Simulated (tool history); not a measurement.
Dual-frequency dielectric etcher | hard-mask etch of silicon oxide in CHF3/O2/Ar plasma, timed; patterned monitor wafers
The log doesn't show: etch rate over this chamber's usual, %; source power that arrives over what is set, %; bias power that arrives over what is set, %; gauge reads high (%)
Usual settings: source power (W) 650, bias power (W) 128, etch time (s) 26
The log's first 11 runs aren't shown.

run    hour  source power (W)  bias power (W)  etch time (s)  wafers since the last listed run  hours since the last wet clean  hours since the last source power generator calibration  hours since the last bias power generator calibration  hours since the last upper electrode change  hours since the gauge calibration  read-back reference wafer on the same gauge, depth_nm  mean etch depth across the wafer (angstrom)
 12  1074.4               650             128             31                              1721                           292.7                                                    371.2                                                  175.1                                       3731.3                              517.1                                                   42.3                                        547.7
 13  1122.2               570             154             26                               877                           340.5                                                      419                                                  222.9                                       3779.1                              564.9                                                  42.31                                        466.5
 14  1212.1               650             128             26                              1650                           430.4                                                    508.9                                                  312.8                                         3869                              654.8                                                  42.34                                        456.4
 15  1273.2               750             107             26                              1121                           491.5                                                      570                                                  373.9                                       3930.1                              715.9                                                  42.31                                          449
     1330.7  -- wet clean of the chamber
 16  1331.2               650             156           20.5                               624                             0.5                                                      628                                                  431.9                                       3988.1                              773.9                                                  42.26                                        398.2
     1435.3  -- upper electrode replaced
 17  1435.8               540             144           22.5                              1479                           105.1                                                    732.6                                                  536.5                                          0.5                              878.5                                                  42.33                                        399.3
 18  1513.2               700             107           19.5                              1420                           182.5                                                      810                                                  613.9                                         77.9                              955.9                                                  42.25                                        334.4
 19  1561.3               530             128           21.5                               882                           230.6                                                    858.1                                                    662                                          126                               1004                                                  42.33                                          357
 20  1652.5               650             102             21                              1674                           321.8                                                    949.3                                                  753.2                                        217.2                             1095.2                                                  42.31                                        343.7
 21  1755.7               700             158           21.5                              1894                             425                                                   1052.5                                                  856.4                                        320.4                             1198.4                                                  42.31                                        413.1
     1813.3  -- wet clean of the chamber
 22  1830.4               720             128             24                               930                            17.1                                                   1127.2                                                  931.1                                        395.1                             1273.1                                                  42.32                                        457.4
 23  1920.4               650             128           28.5                              1652                           107.1                                                   1217.2                                                 1021.1                                        485.1                             1363.1                                                  42.25                                          521
 24  2008.3               780             128             18                              1613                             195                                                   1305.1                                                   1109                                          573                               1451                                                  42.32                                        346.6

Forecast run 25:
 25  2093.1               610             128             26                              1556                           279.8                                                   1389.9                                                 1193.8                                        657.8                             1535.8                                                      ?                                            ?

{"run 25": {"read-back reference wafer on the same gauge, depth_nm": 42.26, "mean etch depth across the wafer (angstrom)": 454.1}}
Without the tool's hidden state the same run would have given mean etch depth across the wafer (angstrom) 461.8.
